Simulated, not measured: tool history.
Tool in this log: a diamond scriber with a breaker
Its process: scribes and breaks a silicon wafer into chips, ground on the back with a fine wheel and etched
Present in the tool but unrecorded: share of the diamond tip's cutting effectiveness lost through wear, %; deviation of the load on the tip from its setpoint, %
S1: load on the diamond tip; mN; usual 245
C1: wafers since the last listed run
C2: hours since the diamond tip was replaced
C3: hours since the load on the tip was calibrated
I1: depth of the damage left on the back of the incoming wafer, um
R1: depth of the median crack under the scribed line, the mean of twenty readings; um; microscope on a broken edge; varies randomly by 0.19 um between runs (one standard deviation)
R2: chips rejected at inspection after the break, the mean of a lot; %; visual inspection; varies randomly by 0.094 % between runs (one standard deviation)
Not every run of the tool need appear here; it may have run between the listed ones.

| run | hour | S1 | C1 | C2 | C3 | I1 | R1 | R2 |
|---|---|---|---|---|---|---|---|---|
| 1 | 0.0 | 267 | 0 | 905.3 | 262.7 | 0.60 | 11.08 | 1.86 |
|  | 17.7 | diamond tip replaced by a new one |
| 2 | 73.3 | 279 | 109 | 55.6 | 336.0 | 0.48 | 12.27 | 2.74 |
| 3 | 120.3 | 279 | 72 | 102.6 | 383.0 | 0.80 | 12.96 | 2.71 |
| 4 | 212.2 | 203 | 141 | 194.5 | 474.9 | 0.43 | 9.49 | 5.12 |
| 5 | 288.4 | 203 | 117 | 270.7 | 551.1 | 0.34 | 9.30 | 5.58 |
| 6 | 342.4 | 203 | 83 | 324.7 | 605.1 | 0.56 | 9.30 | 5.99 |
| 7 | 423.1 | 245 | 124 | 405.4 | 685.8 | 0.59 | 10.74 | 2.17 |
|  | 462.3 | load on the tip recalibrated |
| 8 | 465.8 | 245 | 62 | 448.1 | 3.5 | 0.35 | 10.74 | 2.11 |
| 9 | 543.3 | 245 | 119 | 525.6 | 81.0 | 0.67 | 10.60 | 2.18 |
| 10 | 629.0 | 245 | 131 | 611.3 | 166.7 | 0.69 | 10.80 | 2.23 |
| 11 | 680.3 | 245 | 78 | 662.6 | 218.0 | 0.66 | 10.82 | 2.19 |
| 12 | 736.0 | 245 | 85 | 718.3 | 273.7 | 0.65 | 10.47 | 2.48 |
| 13 | 840.1 | 221 | 160 | 822.4 | 377.8 | 0.49 | 9.56 | 5.10 |
| 14 | 878.7 | 221 | 59 | 861.0 | 416.4 | 0.38 | 9.31 | 5.16 |
|  | 891.3 | diamond tip replaced by a new one |
| 15 | 965.5 | 281 | 130 | 74.2 | 503.2 | 0.64 | 10.21 | 2.88 |
| 16 | 1062.6 | 281 | 149 | 171.3 | 600.3 | 0.38 | 10.13 | 2.92 |
| 17 | 1118.3 | 245 | 85 | 227.0 | 656.0 | 0.47 | 9.18 | 6.59 |
| 18 | 1164.2 | 173 | 70 | 272.9 | 701.9 | 0.74 | 6.55 | 28.49 |
|  | 1232.7 | load on the tip recalibrated |
| 19 | 1261.8 | 183 | 147 | 370.5 | 29.1 | 0.34 | 6.89 | 25.48 |
| 20 | 1314.1 | 200 | 80 | 422.8 | 81.4 | 0.62 | 7.46 | 20.75 |
|  | 1359.9 | diamond tip replaced by a new one, repeated, since the last time left the tool worse |
| 21 | 1412.4 | 281 | 148 | 52.5 | 179.7 | 0.38 | 12.92 | 2.88 |
| 22 | 1457.6 | 245 | 69 | 97.7 | 224.9 | 0.37 | 11.10 | 1.87 |
| 23 | 1683.6 | 180 | 348 | 323.7 | 450.9 | 0.72 | 8.36 | 10.58 |
| 24 | 1727.1 | 245 | 66 | 367.2 | 494.4 | 0.79 | 11.13 | 1.85 |
| 25 | 1818.7 | 300 | 141 | 458.8 | 586.0 | 0.79 | 13.14 | 3.33 |
| 26 | 1867.5 | 299 | 75 | 507.6 | 634.8 | 0.68 | 12.67 | 3.08 |
| 27 | 1908.2 | 220 | 62 | 548.3 | 675.5 | 0.37 | 9.35 | 4.13 |
|  | 1946.0 | load on the tip recalibrated |
| 28 | 1982.9 | 245 | 111 | 623.0 | 36.9 | 0.41 | 10.81 | 2.22 |
| 29 | 2036.3 | 245 | 82 | 676.4 | 90.3 | 0.45 | 10.40 | 2.04 |
| 30 | 2107.1 | 186 | 109 | 747.2 | 161.1 | 0.80 | 8.28 | 12.67 |
| 31 | 2158.6 | 266 | 79 | 798.7 | 212.6 | 0.41 | 11.34 | 1.71 |
| 32 | 2231.8 | 245 | 112 | 871.9 | 285.8 | 0.49 | 10.30 | 2.48 |

List, for all runs, the conditions of the tool that the log does not record:
deviation of the load on the tip from its setpoint, %: 0 at every run
H1: share of the diamond tip's cutting effectiveness lost through wear, %
| run | H1 |
|---|---|
| 1 | 14.4 |
| 2 | 1.24 |
| 3 | 1.97 |
| 4 | 3.38 |
| 5 | 4.55 |
| 6 | 5.38 |
| 7 | 6.62 |
| 8 | 7.28 |
| 9 | 8.47 |
| 10 | 9.79 |
| 11 | 10.6 |
| 12 | 11.4 |
| 13 | 13 |
| 14 | 13.6 |
| 15 | 26.5 |
| 16 | 28 |
| 17 | 28.8 |
| 18 | 29.5 |
| 19 | 31 |
| 20 | 31.8 |
| 21 | 0.895 |
| 22 | 1.59 |
| 23 | 5.06 |
| 24 | 5.73 |
| 25 | 7.14 |
| 26 | 7.89 |
| 27 | 8.52 |
| 28 | 9.67 |
| 29 | 10.5 |
| 30 | 11.6 |
| 31 | 12.4 |
| 32 | 13.5 |
